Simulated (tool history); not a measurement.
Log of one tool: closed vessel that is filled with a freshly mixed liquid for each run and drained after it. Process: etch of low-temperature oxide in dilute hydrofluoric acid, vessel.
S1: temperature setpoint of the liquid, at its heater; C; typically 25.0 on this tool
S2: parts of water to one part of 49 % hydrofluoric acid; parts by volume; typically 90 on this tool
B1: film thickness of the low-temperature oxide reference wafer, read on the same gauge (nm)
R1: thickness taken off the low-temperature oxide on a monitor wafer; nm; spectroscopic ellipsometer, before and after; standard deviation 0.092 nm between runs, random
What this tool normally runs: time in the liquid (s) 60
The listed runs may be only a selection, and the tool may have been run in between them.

{"run": 1, "hour": 0.0, "S1": 25.0, "S2": 90, "time in the liquid (s)": 60, "B1": 70.0, "R1": 13.01}
{"run": 2, "hour": 17.9, "S1": 25.0, "S2": 90, "time in the liquid (s)": 60, "B1": 70.0, "R1": 12.86}
{"run": 3, "hour": 32.3, "S1": 25.0, "S2": 90, "time in the liquid (s)": 60, "B1": 69.99, "R1": 12.84}
{"run": 4, "hour": 55.8, "S1": 25.0, "S2": 90, "time in the liquid (s)": 60, "B1": 70.02, "R1": 12.8}
{"run": 5, "hour": 69.9, "S1": 25.0, "S2": 90, "time in the liquid (s)": 60, "B1": 69.98, "R1": 12.79}
{"hour": 71.9, "done": "thermometer replaced"}
{"run": 6, "hour": 90.9, "S1": 25.0, "S2": 90, "time in the liquid (s)": 60, "B1": 70.0, "R1": 13.29}
{"run": 7, "hour": 119.2, "S1": 25.0, "S2": 90, "time in the liquid (s)": 60, "B1": 69.99, "R1": 13.25}
{"run": 8, "hour": 149.7, "S1": 25.0, "S2": 90, "time in the liquid (s)": 60, "B1": 70.0, "R1": 13.34}
{"run": 9, "hour": 162.2, "S1": 25.0, "S2": 90, "time in the liquid (s)": 60, "B1": 69.98, "R1": 13.27}
{"run": 10, "hour": 190.8, "S1": 25.0, "S2": 90, "time in the liquid (s)": 60, "B1": 69.99, "R1": 13.27}
{"run": 11, "hour": 220.2, "S1": 25.0, "S2": 90, "time in the liquid (s)": 60, "B1": 70.02, "R1": 13.12}
{"hour": 223.2, "done": "gauge calibrated"}
{"run": 12, "hour": 249.8, "S1": 23.5, "S2": 90, "time in the liquid (s)": 60, "B1": 70.0, "R1": 12.3}
{"run": 13, "hour": 263.5, "S1": 22.0, "S2": 90, "time in the liquid (s)": 60, "B1": 70.0, "R1": 11.75}
{"run": 14, "hour": 276.9, "S1": 22.0, "S2": 90, "time in the liquid (s)": 60, "B1": 70.01, "R1": 11.79}
{"run": 15, "hour": 306.5, "S1": 22.0, "S2": 90, "time in the liquid (s)": 60, "B1": 70.0, "R1": 11.65}
{"hour": 338.1, "done": "hydrofluoric acid flow meter replaced"}
{"run": 16, "hour": 349.8, "S1": 25.0, "S2": 90, "time in the liquid (s)": 60, "B1": 69.99, "R1": 13.06}
{"run": 17, "hour": 385.5, "S1": 25.0, "S2": 90, "time in the liquid (s)": 90, "B1": 70.03, "R1": 19.55}
{"run": 18, "hour": 404.4, "S1": 25.0, "S2": 90, "time in the liquid (s)": 60, "B1": 70.02, "R1": 13.07}
{"run": 19, "hour": 435.9, "S1": 25.0, "S2": 90, "time in the liquid (s)": 60, "B1": 70.01, "R1": 13.09}
{"run": 20, "hour": 461.9, "S1": 22.0, "S2": 115, "time in the liquid (s)": 45, "B1": 70.02, "R1": 6.48}
{"run": 21, "hour": 492.2, "S1": 28.0, "S2": 70, "time in the liquid (s)": 80, "B1": 70.01, "R1": 25.84}
{"run": 22, "hour": 512.8, "S1": 25.0, "S2": 90, "time in the liquid (s)": 60, "B1": 69.97, "R1": 12.92}
{"hour": 523.5, "done": "thermometer replaced"}
{"run": 23, "hour": 535.7, "S1": 23.0, "S2": 125, "time in the liquid (s)": 30, "B1": 70.02, "R1": 4.26}
{"run": 24, "hour": 560.1, "S1": 21.0, "S2": 90, "time in the liquid (s)": 60, "B1": 69.98, "R1": 11.46}
{"run": 25, "hour": 584.3, "S1": 21.0, "S2": 105, "time in the liquid (s)": 80, "B1": 69.98, "R1": 12.7}
{"run": 26, "hour": 609.2, "S1": 25.0, "S2": 100, "time in the liquid (s)": 60, "B1": 70.0, "R1": 11.8}
{"run": 27, "hour": 623.5, "S1": 27.5, "S2": 115, "time in the liquid (s)": 30, "B1": 70.01, "R1": 5.57}
{"run": 28, "hour": 651.0, "S1": 25.0, "S2": 90, "time in the liquid (s)": 60, "B1": 70.02, "R1": 13.21}
{"run": 29, "hour": 665.2, "S1": 25.0, "S2": 70, "time in the liquid (s)": 35, "B1": 69.97, "R1": 10.28}
{"run": 30, "hour": 680.2, "S1": 25.0, "S2": 120, "time in the liquid (s)": 60, "B1": 70.01, "R1": 9.53}
{"run": 31, "hour": 695.4, "S1": 25.0, "S2": 90, "time in the liquid (s)": 95, "B1": 70.01, "R1": 20.74}

List, for all runs, the conditions of the tool that the log does not record:
hydrofluoric acid flow above the setpoint (%): 0 across all the runs
gauge reads high (%): 0 across all the runs
H1: liquid colder than its thermometer reads (K)
run=1 H1=1.01
run=2 H1=1.05
run=3 H1=1.09
run=4 H1=1.15
run=5 H1=1.18
run=6 H1=0.0737
run=7 H1=0.144
run=8 H1=0.219
run=9 H1=0.25
run=10 H1=0.321
run=11 H1=0.394
run=12 H1=0.467
run=13 H1=0.501
run=14 H1=0.534
run=15 H1=0.607
run=16 H1=0.715
run=17 H1=0.803
run=18 H1=0.85
run=19 H1=0.928
run=20 H1=0.992
run=21 H1=1.07
run=22 H1=1.12
run=23 H1=0.0309
run=24 H1=0.0912
run=25 H1=0.151
run=26 H1=0.213
run=27 H1=0.248
run=28 H1=0.316
run=29 H1=0.351
run=30 H1=0.389
run=31 H1=0.426
